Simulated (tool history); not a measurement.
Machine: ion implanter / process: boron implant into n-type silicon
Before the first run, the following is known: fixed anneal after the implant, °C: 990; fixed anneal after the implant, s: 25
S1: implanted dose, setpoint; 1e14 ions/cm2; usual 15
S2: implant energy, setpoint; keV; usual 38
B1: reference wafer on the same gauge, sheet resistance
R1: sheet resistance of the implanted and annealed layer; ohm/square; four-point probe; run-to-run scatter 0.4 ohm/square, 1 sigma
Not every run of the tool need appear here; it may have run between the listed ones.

run,day,S1,S2,B1,R1
1,0,15,38,72.95,84.07
2,0.429,13.35,38,72.97,91.1
3,0.717,13.35,38,73.01,90.51
4,1.104,13.35,38,73.08,90.81
5,1.483,15,48,73.02,82.1
6,2.012,15,33.5,72.92,83.9
# day 3.158: Faraday cup replaced and dose calibrated
# day 3.621: gauge calibrated
# day 3.854: extraction supply calibrated
7,4.012,15,33.5,72.96,83.89
8,4.342,16.32,38,72.89,78.87
9,4.929,19.4,38,73.05,68.81
10,5.392,17.06,48,73.05,74.03
11,5.925,15,38,72.92,83.4
12,6.304,19.47,45.5,73.06,67.62

Predict the results of run 13:
13,6.708,15,38,?,?

{"run 13": {"B1": 73.07, "R1": 83.23}}
Without the tool's hidden state the same run would have given R1 83.23 ohm/square.
